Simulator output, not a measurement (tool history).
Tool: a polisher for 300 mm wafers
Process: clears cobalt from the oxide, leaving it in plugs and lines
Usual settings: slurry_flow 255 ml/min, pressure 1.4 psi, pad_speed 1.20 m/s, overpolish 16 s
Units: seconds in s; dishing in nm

run,day,slurry_flow,pressure,pad_speed,overpolish,wafers since the last listed run,wafers polished on this pad,hours since the slurry nozzle was cleaned,hours since the head pressure was calibrated,"incoming thickness of the incoming film, nm",seconds,dishing
1,0.000,255,1.4,1.20,16,0,5122,412.6,192.9,323.1,76.0,39.2
2,2.633,255,1.4,1.20,16,659,5781,475.8,256.1,326.5,76.1,39.2
3,6.683,255,1.4,1.20,16,1014,6795,573.0,353.3,330.7,77.9,39.0
4,9.521,255,1.4,1.20,16,710,7506,641.1,421.4,332.1,77.8,39.1
# day 12.775: slurry nozzle cleaned
5,13.512,255,1.4,1.20,16,989,8495,17.7,517.2,324.2,76.5,39.1
# day 14.425: worn pad replaced by a new one
6,15.138,255,1.4,1.50,16,365,177,56.7,556.2,326.4,64.4,44.2
7,18.371,255,1.4,1.20,16,809,987,134.3,633.8,324.9,76.5,41.0
8,26.808,255,1.4,1.20,16,2113,3100,336.8,836.3,329.0,76.7,40.1
9,29.988,255,1.4,1.20,16,796,3897,413.1,912.6,328.6,78.6,41.5
# day 30.992: head pressure recalibrated
10,33.567,255,1.4,1.20,16,875,4772,499.0,61.8,327.4,75.4,40.7
11,37.596,255,1.4,1.20,16,1009,5781,595.7,158.5,328.8,77.1,40.2
12,40.021,255,1.4,1.20,16,607,6389,653.9,216.7,331.2,77.6,39.2
13,44.158,255,1.4,1.20,16,1036,7425,753.2,316.0,332.8,79.9,41.1
# day 48.446: worn pad replaced by a new one
14,48.467,230,1.2,1.20,9,1037,5,856.6,419.4,329.3,89.8,23.9
15,50.083,255,1.4,1.20,16,404,410,895.4,458.2,329.8,78.3,41.0
# day 50.283: slurry nozzle cleaned
16,51.833,295,1.4,1.20,16,427,838,37.2,500.2,326.8,76.4,39.7
17,55.783,255,1.4,1.20,7,989,1827,132.0,595.0,335.9,79.1,21.5
18,59.542,255,1.7,1.20,25,941,2768,222.2,685.2,331.6,64.4,57.1
19,61.642,180,1.4,1.20,16,525,3294,272.6,735.6,330.3,80.2,39.3
# day 63.633: head pressure recalibrated
20,64.804,255,1.4,1.40,16,771,4066,348.5,28.1,331.2,67.9,46.1
21,69.017,255,1.4,1.20,16,1055,5121,449.6,129.2,327.6,76.9,41.3
# day 75.367: worn pad replaced by a new one
22,80.838,190,1.6,0.98,26,2918,1370,733.3,412.9,333.4,82.8,52.4
# day 85.821: slurry nozzle cleaned
23,86.304,255,1.8,0.90,9,1358,2729,11.6,544.1,331.4,75.2,26.7
24,88.329,255,1.4,1.20,16,507,3236,60.2,592.7,325.6,75.1,40.1
25,90.046,300,1.9,1.34,7,429,3666,101.4,633.9,330.4,51.3,29.8
26,94.362,255,1.6,1.20,16,1081,4747,205.0,737.5,333.4,68.2,44.1

The next listed run, before its measurement:
27,96.575,255,1.4,1.20,16,554,5301,258.1,790.6,330.6,?,?

Run 27 gave seconds 78.2 s, dishing 41.7 nm.
Without the tool's hidden state the same run would have given seconds 78.2 s, dishing 41.7 nm.
